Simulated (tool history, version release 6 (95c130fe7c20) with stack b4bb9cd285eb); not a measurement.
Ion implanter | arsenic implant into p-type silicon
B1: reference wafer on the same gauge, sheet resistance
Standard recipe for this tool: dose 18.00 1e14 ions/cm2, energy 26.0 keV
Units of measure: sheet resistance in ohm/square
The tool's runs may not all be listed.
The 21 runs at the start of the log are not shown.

run 22 day=74.558 | dose=22.04 energy=34.5 | B1=96.05 | sheet_resistance=97.12
-- day=75.708 Faraday cup replaced and dose calibrated
run 23 day=78.438 | dose=22.97 energy=34.0 | B1=96.08 | sheet_resistance=96.96
run 24 day=80.767 | dose=18.00 energy=21.0 | B1=95.95 | sheet_resistance=128.74
run 25 day=82.675 | dose=18.00 energy=33.5 | B1=96.03 | sheet_resistance=102.69
run 26 day=91.379 | dose=14.12 energy=28.5 | B1=95.88 | sheet_resistance=118.52
run 27 day=92.929 | dose=20.19 energy=17.5 | B1=96.05 | sheet_resistance=138.74
run 28 day=96.408 | dose=15.52 energy=30.5 | B1=96.05 | sheet_resistance=111.30
run 29 day=98.546 | dose=18.00 energy=26.0 | B1=96.08 | sheet_resistance=116.46
run 30 day=101.542 | dose=21.39 energy=30.0 | B1=95.83 | sheet_resistance=104.86
run 31 day=104.850 | dose=22.97 energy=33.5 | B1=95.97 | sheet_resistance=97.45
run 32 day=107.529 | dose=18.00 energy=26.0 | B1=96.08 | sheet_resistance=115.81
run 33 day=113.238 | dose=20.95 energy=17.5 | B1=96.14 | sheet_resistance=137.42
run 34 day=117.008 | dose=22.80 energy=26.0 | B1=95.96 | sheet_resistance=111.81
run 35 day=118.571 | dose=21.01 energy=33.5 | B1=96.13 | sheet_resistance=99.30
run 36 day=122.579 | dose=18.00 energy=26.0 | B1=96.02 | sheet_resistance=116.08
run 37 day=125.233 | dose=18.00 energy=26.0 | B1=95.98 | sheet_resistance=115.14
run 38 day=126.842 | dose=18.00 energy=26.0 | B1=95.93 | sheet_resistance=115.65

Forecast each of these 3 alternatives for the next run:
run A day=126.858 | dose=18.00 energy=31.5 | B1=? | sheet_resistance=?
run B day=126.858 | dose=21.53 energy=35.0 | B1=? | sheet_resistance=?
run C day=126.858 | dose=21.60 energy=33.0 | B1=? | sheet_resistance=?

run=A B1=95.92 sheet_resistance=105.05
run=B B1=95.92 sheet_resistance=95.88
run=C B1=95.92 sheet_resistance=98.74
What these runs would have given with no unlogged condition in the tool:
run=A sheet_resistance=105.94
run=B sheet_resistance=96.74
run=C sheet_resistance=99.64

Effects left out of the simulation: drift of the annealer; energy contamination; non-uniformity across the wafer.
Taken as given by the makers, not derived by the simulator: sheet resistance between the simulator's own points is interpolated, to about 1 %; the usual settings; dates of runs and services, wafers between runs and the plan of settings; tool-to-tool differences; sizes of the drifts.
